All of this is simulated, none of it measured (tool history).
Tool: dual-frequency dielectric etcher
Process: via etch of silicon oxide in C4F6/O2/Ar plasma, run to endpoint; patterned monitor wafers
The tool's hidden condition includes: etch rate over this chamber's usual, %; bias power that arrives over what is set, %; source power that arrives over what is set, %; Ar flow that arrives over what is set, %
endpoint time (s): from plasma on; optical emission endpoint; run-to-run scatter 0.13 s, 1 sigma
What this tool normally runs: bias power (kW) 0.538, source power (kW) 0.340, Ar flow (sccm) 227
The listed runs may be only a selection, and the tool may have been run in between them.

run   hour  bias power (kW)  source power (kW)  Ar flow (sccm)  wafers since the last listed run  hours since the last wet clean  hours since the last bias power generator calibration  hours since the last source power generator calibration  hours since the last Ar flow controller change  hours since the last upper electrode change  incoming incoming film thickness, nm  endpoint time (s)
  1    0.0            0.538              0.340             227                                 0                           512.3                                                 3818.0                                                   3183.9                                          4905.8                                       3506.4                                 187.9               42.2
  2    9.7            0.538              0.340             227                               149                           522.0                                                 3827.7                                                   3193.6                                          4915.5                                       3516.1                                 191.1               43.1
      34.4  -- wet clean of the chamber
  3   34.9            0.538              0.340             227                                18                             0.5                                                 3852.9                                                   3218.8                                          4940.7                                       3541.3                                 190.5               42.3
  4   35.5            0.538              0.340             227                                 9                             1.1                                                 3853.5                                                   3219.4                                          4941.3                                       3541.9                                 191.2               42.5
  5   46.2            0.538              0.340             227                               165                            11.8                                                 3864.2                                                   3230.1                                          4952.0                                       3552.6                                 188.1               41.7
  6   54.2            0.538              0.340             227                               123                            19.8                                                 3872.2                                                   3238.1                                          4960.0                                       3560.6                                 190.3               42.5
  7   68.1            0.538              0.340             227                               214                            33.7                                                 3886.1                                                   3252.0                                          4973.9                                       3574.5                                 191.0               42.4
  8   75.7            0.499              0.270             282                               117                            41.3                                                 3893.7                                                   3259.6                                          4981.5                                       3582.1                                 189.0               45.6
  9   85.6            0.607              0.340             194                               152                            51.2                                                 3903.6                                                   3269.5                                          4991.4                                       3592.0                                 190.7               40.1
 10   96.6            0.538              0.340             227                               169                            62.2                                                 3914.6                                                   3280.5                                          5002.4                                       3603.0                                 189.3               41.9
     107.0  -- Ar flow controller replaced
     126.2  -- upper electrode replaced
 11  126.7            0.616              0.310             194                                76                            92.3                                                 3944.7                                                   3310.6                                            19.7                                          0.5                                 188.0               40.2
 12  127.0            0.538              0.340             227                                 4                            92.6                                                 3945.0                                                   3310.9                                            20.0                                          0.8                                 188.9               41.8
     147.0  -- source power generator calibrated
 13  160.3            0.538              0.280             227                               452                           125.9                                                 3978.3                                                     13.3                                            53.3                                         34.1                                 187.9               43.6
 14  167.6            0.624              0.290             184                               112                           133.2                                                 3985.6                                                     20.6                                            60.6                                         41.4                                 189.7               40.4
 15  174.6            0.538              0.340             227                               108                           140.2                                                 3992.6                                                     27.6                                            67.6                                         48.4                                 189.2               42.1
 16  184.1            0.538              0.340             227                               146                           149.7                                                 4002.1                                                     37.1                                            77.1                                         57.9                                 191.1               42.6
 17  201.4            0.608              0.400             187                               267                           167.0                                                 4019.4                                                     54.4                                            94.4                                         75.2                                 187.0               38.0
 18  210.1            0.538              0.340             227                               134                           175.7                                                 4028.1                                                     63.1                                           103.1                                         83.9                                 189.5               42.2
     218.4  -- bias power generator calibrated
 19  218.9            0.616              0.370             227                                74                           184.5                                                    0.5                                                     71.9                                           111.9                                         92.7                                 190.5               39.9
 20  224.4            0.467              0.320             259                                84                           190.0                                                    6.0                                                     77.4                                           117.4                                         98.2                                 188.0               44.8
 21  241.9            0.408              0.340             251                               270                           207.5                                                   23.5                                                     94.9                                           134.9                                        115.7                                 189.1               46.3
 22  248.3            0.668              0.410             213                                98                           213.9                                                   29.9                                                    101.3                                           141.3                                        122.1                                 190.9               37.9
 23  255.7            0.538              0.340             227                               114                           221.3                                                   37.3                                                    108.7                                           148.7                                        129.5                                 189.1               42.2
 24  267.8            0.405              0.340             271                               186                           233.4                                                   49.4                                                    120.8                                           160.8                                        141.6                                 188.7               47.0
 25  282.7            0.574              0.340             175                               230                           248.3                                                   64.3                                                    135.7                                           175.7                                        156.5                                 189.6               40.6
 26  297.5            0.538              0.340             227                               228                           263.1                                                   79.1                                                    150.5                                           190.5                                        171.3                                 188.8               42.1
 27  344.3            0.538              0.340             227                               722                           309.9                                                  125.9                                                    197.3                                           237.3                                        218.1                                 188.9               42.2
 28  354.0            0.473              0.380             192                               149                           319.6                                                  135.6                                                    207.0                                           247.0                                        227.8                                 188.1               42.2
 29  381.2            0.538              0.310             245                               420                           346.8                                                  162.8                                                    234.2                                           274.2                                        255.0                                 189.6               43.2

Below, some changes in endpoint time (s) between adjacent runs. For each, the amount present without the hidden state too (settings, incoming material, random variation) and the amount remaining for the hidden state with gauge scatter not shared by both compared results:
Run 1 -> 2: no setting touched and nothing written in the log between the runs. endpoint time (s) +0.9: hidden state +0.1, all else +0.8.
Run 2 -> 3: wet clean of the chamber. endpoint time (s) -0.8: hidden state -0.8, all else +0.0.
Run 21 -> 22: bias power (kW) 0.408 -> 0.668, source power (kW) 0.340 -> 0.410, Ar flow (sccm) 251 -> 213. endpoint time (s) -8.4: hidden state +0.1, all else -8.5.
Run 24 -> 25: bias power (kW) 0.405 -> 0.574, Ar flow (sccm) 271 -> 175. endpoint time (s) -6.4: hidden state +0.0, all else -6.4.
